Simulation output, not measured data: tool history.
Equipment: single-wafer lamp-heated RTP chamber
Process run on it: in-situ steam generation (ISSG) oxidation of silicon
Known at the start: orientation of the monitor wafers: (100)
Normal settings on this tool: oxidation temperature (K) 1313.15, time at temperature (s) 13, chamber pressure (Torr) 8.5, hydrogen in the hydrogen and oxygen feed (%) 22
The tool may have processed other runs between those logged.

run    hour  oxidation temperature (K)  time at temperature (s)  chamber pressure (Torr)  hydrogen in the hydrogen and oxygen feed (%)  read-back reference wafer on the same gauge, thickness  oxide thickness on the monitor wafer (Å)
  1       0                    1313.15                       13                      8.5                                            22                                                   4.379                                     54.75
  2    62.2                    1313.15                       13                      8.5                                            22                                                   4.379                                     55.02
  3   116.3                    1313.15                       13                      8.5                                            28                                                    4.38                                     58.29
  4   171.7                    1313.15                       13                      8.5                                            22                                                   4.379                                     54.82
  5   240.1                    1313.15                       13                      8.5                                            22                                                   4.379                                     54.88
  6   276.6                    1313.15                       13                      8.5                                            22                                                    4.38                                     54.73
      327.9  -- pyrometer window cleaned and pyrometer calibrated
  7   349.6                    1313.15                       16                      8.5                                            20                                                   4.381                                     59.02
      374.7  -- hydrogen flow controller replaced
  8   375.6                    1313.15                       13                      8.5                                            22                                                   4.379                                      54.6
  9   441.2                    1313.15                       13                      8.5                                            22                                                   4.381                                      54.6
 10   477.1                    1313.15                       13                      8.5                                            22                                                   4.379                                     54.76
        500  -- pressure gauge zeroed
 11   520.5                    1293.15                       18                      8.5                                            22                                                   4.378                                      58.2
 12   557.4                    1313.15                        8                      7.8                                            25                                                   4.382                                     45.12
 13   600.5                    1313.15                       13                      9.9                                            22                                                   4.381                                     53.48
 14   636.3                    1322.15                       13                      8.5                                            14                                                    4.38                                     51.45
 15   831.9                    1313.15                       13                      8.5                                            22                                                   4.382                                     54.69
 16   868.8                    1295.15                       13                      8.5                                            22                                                   4.381                                     50.58
 17     935                    1313.15                       13                      8.5                                            22                                                   4.381                                     54.99
 18   996.4                    1303.15                        9                      7.1                                            15                                                   4.381                                     39.97
     1020.5  -- pyrometer window cleaned and pyrometer calibrated
 19  1039.9                    1307.15                       13                      9.1                                            27                                                   4.381                                     55.39
     1071.1  -- gauge calibrated
 20  1079.8                    1313.15                       13                      7.3                                            30                                                   4.379                                     59.42
 21    1109                    1313.15                       13                      8.5                                            22                                                   4.382                                      54.8
 22  1166.1                    1313.15                        8                      8.5                                            19                                                   4.381                                     41.76
 23  1201.7                    1313.15                       13                      8.5                                            22                                                   4.381                                     54.57
 24  1236.5                    1313.15                       13                      8.5                                            22                                                   4.379                                     54.89
 25  1299.9                    1313.15                       16                      7.5                                            30                                                    4.38                                     66.07
 26  1368.6                    1303.15                       13                      8.5                                            22                                                    4.38                                     52.48
 27  1419.5                    1313.15                       13                      9.5                                            22                                                    4.38                                     54.18
 28  1456.3                    1303.15                        8                      9.1                                            31                                                   4.379                                     45.67
 29  1504.5                    1313.15                       13                      8.5                                            22                                                    4.38                                     54.77
 30  1573.3                    1313.15                       11                      8.1                                            22                                                   4.379                                     50.59

Pick out some run-to-run changes in oxide thickness on the monitor wafer (Å). Of each, how much would a tool without hidden state show as well, from the settings, what came in and chance, and how much is left for the hidden state and any gauge scatter not in both results compared?
Hidden state at play: true wafer temperature minus pyrometer reading, K; true pressure minus gauge reading, Torr; deviation of the hydrogen flow from its setpoint, %; gauge reads high (%).
Run 6 -> 7: time at temperature (s) 13 -> 16, hydrogen in the hydrogen and oxygen feed (%) 22 -> 20, pyrometer window cleaned and pyrometer calibrated. oxide thickness on the monitor wafer (Å) +4.29: hidden state -0.42, all else +4.71.
Run 17 -> 18: oxidation temperature (K) 1313.15 -> 1303.15, time at temperature (s) 13 -> 9, chamber pressure (Torr) 8.5 -> 7.1, hydrogen in the hydrogen and oxygen feed (%) 22 -> 15. oxide thickness on the monitor wafer (Å) -15.02: hidden state -0.16, all else -14.86.
Run 18 -> 19: oxidation temperature (K) 1303.15 -> 1307.15, time at temperature (s) 9 -> 13, chamber pressure (Torr) 7.1 -> 9.1, hydrogen in the hydrogen and oxygen feed (%) 15 -> 27, pyrometer window cleaned and pyrometer calibrated. oxide thickness on the monitor wafer (Å) +15.42: hidden state -0.16, all else +15.58.
Run 25 -> 26: oxidation temperature (K) 1313.15 -> 1303.15, time at temperature (s) 16 -> 13, chamber pressure (Torr) 7.5 -> 8.5, hydrogen in the hydrogen and oxygen feed (%) 30 -> 22. oxide thickness on the monitor wafer (Å) -13.59: hidden state -0.1, all else -13.49.
